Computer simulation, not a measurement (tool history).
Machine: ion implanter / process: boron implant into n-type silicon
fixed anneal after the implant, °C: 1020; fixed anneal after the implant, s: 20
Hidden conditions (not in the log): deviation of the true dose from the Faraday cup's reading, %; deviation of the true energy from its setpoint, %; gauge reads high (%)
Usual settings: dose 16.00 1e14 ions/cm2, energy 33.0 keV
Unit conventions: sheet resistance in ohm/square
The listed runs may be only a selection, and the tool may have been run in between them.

run	day	dose	energy	wafers since the last listed run	hours since the last dose calibration	hours since the extraction supply was calibrated	hours since the gauge calibration	read-back reference wafer on the same gauge, sheet resistance	sheet resistance
1	0.000	16.00	26.0	0	1398.7	4720.3	689.3	70.42	77.10
2	1.729	16.00	33.0	966	1440.2	4761.8	730.8	70.56	75.60
3	4.346	16.00	33.0	1462	1503.0	4824.6	793.6	70.48	75.92
4	7.225	16.00	33.0	1609	1572.1	4893.7	862.7	70.46	76.09
5	9.133	16.00	33.0	1066	1617.9	4939.5	908.5	70.57	76.14
6	10.954	16.00	33.0	1017	1661.6	4983.2	952.2	70.52	76.06
7	13.762	16.00	33.0	1569	1729.0	5050.6	1019.6	70.50	76.65
8	15.971	16.00	33.0	1234	1782.0	5103.6	1072.6	70.54	76.51
9	17.967	16.00	33.0	1115	1829.9	5151.5	1120.5	70.56	76.32
# day 17.983: gauge calibrated
10	20.783	16.00	33.0	1574	1897.5	5219.1	67.2	70.46	76.71
11	23.121	16.00	33.0	1306	1953.6	5275.2	123.3	70.48	76.59
# day 24.612: extraction supply calibrated
12	25.425	18.35	38.5	1101	2008.9	19.5	178.6	70.50	68.17
13	27.083	16.00	33.0	926	2048.7	59.3	218.4	70.49	77.28
# day 29.383: Faraday cup replaced and dose calibrated
14	29.404	11.60	36.5	1110	0.5	115.0	274.1	70.54	97.25
15	31.933	16.00	33.0	1413	61.2	175.7	334.8	70.48	74.99
16	33.988	19.51	43.0	1147	110.5	225.0	384.1	70.55	62.55
17	36.696	20.14	36.5	1513	175.5	290.0	449.1	70.48	61.93
18	37.900	13.80	42.0	672	204.4	318.9	478.0	70.53	83.17
19	40.492	20.18	42.5	1448	266.6	381.1	540.2	70.47	60.79
20	41.858	16.00	33.0	763	299.4	413.9	573.0	70.54	75.22
21	48.208	18.68	33.0	3548	451.8	566.3	725.4	70.48	66.59
22	49.929	20.52	29.5	961	493.1	607.6	766.7	70.51	63.13
23	55.812	18.12	23.5	3287	634.3	748.8	907.9	70.52	71.45

What differs in the tool's unlogged condition from the final listed run ahead of each entry between runs to the first listed run following it?
In the gap between runs 9 and 10: gauge calibrated (day 17.983)
  deviation of the true dose from the Faraday cup's reading, %: -3.17 -> -3.42
  difference, measured minus the result without the unlogged condition, sheet resistance: +1.95 -> +2.11 ohm/square
In the gap between runs 11 and 12: extraction supply calibrated (day 24.612)
  deviation of the true dose from the Faraday cup's reading, %: -3.62 -> -3.83
  difference, measured minus the result without the unlogged condition, sheet resistance: +2.23 -> +2.10 ohm/square
In the gap between runs 13 and 14: Faraday cup replaced and dose calibrated (day 29.383)
  deviation of the true dose from the Faraday cup's reading, %: -3.99 -> -0.526
  difference, measured minus the result without the unlogged condition, sheet resistance: +2.49 -> +0.43 ohm/square

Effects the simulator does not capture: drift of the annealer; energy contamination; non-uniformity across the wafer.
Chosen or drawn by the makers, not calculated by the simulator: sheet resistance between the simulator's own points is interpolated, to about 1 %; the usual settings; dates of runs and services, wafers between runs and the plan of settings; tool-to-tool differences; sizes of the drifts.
